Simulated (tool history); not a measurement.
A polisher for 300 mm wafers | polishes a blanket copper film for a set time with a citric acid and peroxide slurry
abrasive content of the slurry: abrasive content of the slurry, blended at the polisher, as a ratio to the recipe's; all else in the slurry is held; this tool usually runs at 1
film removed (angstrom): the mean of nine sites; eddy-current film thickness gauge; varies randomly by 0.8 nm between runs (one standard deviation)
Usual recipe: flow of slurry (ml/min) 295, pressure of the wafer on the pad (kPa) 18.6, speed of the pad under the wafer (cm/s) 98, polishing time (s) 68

run     day  flow of slurry (ml/min)  pressure of the wafer on the pad (kPa)  speed of the pad under the wafer (cm/s)  abrasive content of the slurry  polishing time (s)  incoming thickness of the incoming film, nm  film removed (angstrom)
  1       0                      320                                    18.6                                       98                               1                  68                                        708.3                     1217
      1.333  -- worn pad replaced by a new one
  2   1.354                      320                                    18.6                                       98                               1                  68                                        701.5                     1211
  3   2.367                      320                                    18.6                                       98                               1                  68                                        688.6                     1208
  4   4.862                      295                                    18.6                                       98                               1                  68                                        695.1                     1200
  5   7.208                      295                                    18.6                                       98                               1                  68                                        709.9                     1207
  6   8.775                      295                                    18.6                                       98                               1                  68                                        702.3                     1200
  7   9.988                      295                                    18.6                                       98                               1                  68                                          689                     1190
  8  11.079                      295                                    18.6                                       98                               1                  68                                        710.7                     1200
     13.454  -- worn pad replaced by a new one
  9  13.479                      295                                    18.6                                       98                               1                  68                                        695.5                     1193
     14.512  -- slurry blender recalibrated
 10  15.433                      295                                    18.6                                       98                               1                  68                                        696.4                     1186
 11  16.983                      295                                    18.6                                       98                               1                  68                                        702.8                     1194
     18.567  -- slurry nozzle cleaned
 12  19.404                      295                                    18.6                                       98                               1                  68                                        706.3                     1202
 13  21.571                      295                                    18.6                                       98                               1                  68                                        693.5                     1182
 14  24.438                      295                                    18.6                                       98                               1                  68                                        703.6                     1180
     25.962  -- worn pad replaced by a new one
 15  30.079                      295                                    18.6                                       98                               1                  68                                        701.3                     1183
      31.15  -- slurry blender recalibrated
 16  33.012                      295                                    18.6                                       82                             1.1                  49                                        694.3                      738
 17  35.229                      255                                    18.6                                      120                             1.3                  61                                        704.4                     1301
     36.267  -- head pressure recalibrated
     37.496  -- worn pad replaced by a new one
 18  37.879                      295                                    18.6                                       88                            1.15                  82                                        691.5                     1378
 19  40.121                      295                                    15.2                                       98                            1.25                  68                                        713.6                     1037
 20  42.462                      295                                    18.6                                      122                               1                  86                                        704.2                     1821
 21  44.296                      295                                    24.1                                       98                               1                  80                                        705.5                     1845
 22  46.508                      250                                    13.8                                       88                               1                  90                                        703.4                     1074
       46.6  -- slurry blender recalibrated
     47.188  -- slurry nozzle cleaned
     47.346  -- worn pad replaced by a new one
 23  47.538                      385                                    15.2                                       98                               1                  45                                        689.3                      657
 24  48.592                      295                                    18.6                                       80                            0.85                  68                                        703.7                      975
 25   51.25                      295                                    18.6                                      114                             0.9                  68                                        698.4                     1327
 26  53.996                      295                                    18.6                                       98                               1                  68                                        696.8                     1185
 27  55.067                      370                                    18.6                                       98                            1.15                  68                                          694                     1258

Alternative continuations, all from the tool just after run 27; predict every row:
  A  55.083                      295                                    18.6                                       98                               1                  60                                        701.4                        ?
  B  55.083                      295                                    18.6                                       98                             0.9                  68                                        701.4                        ?
  C  55.083                      295                                    18.6                                      114                               1                  68                                        701.4                        ?
  D  55.083                      295                                    22.1                                      116                               1                  51                                        701.4                        ?
  E  55.083                      380                                    23.4                                       66                             0.8                  68                                        701.4                        ?

run  film removed (angstrom)
  A                     1056
  B                     1168
  C                     1362
  D                     1225
  E                     1044
Had the tool no hidden state, the same runs would have come out as:
run  film removed (angstrom)
  A                     1063
  B                     1175
  C                     1371
  D                     1233
  E                     1050
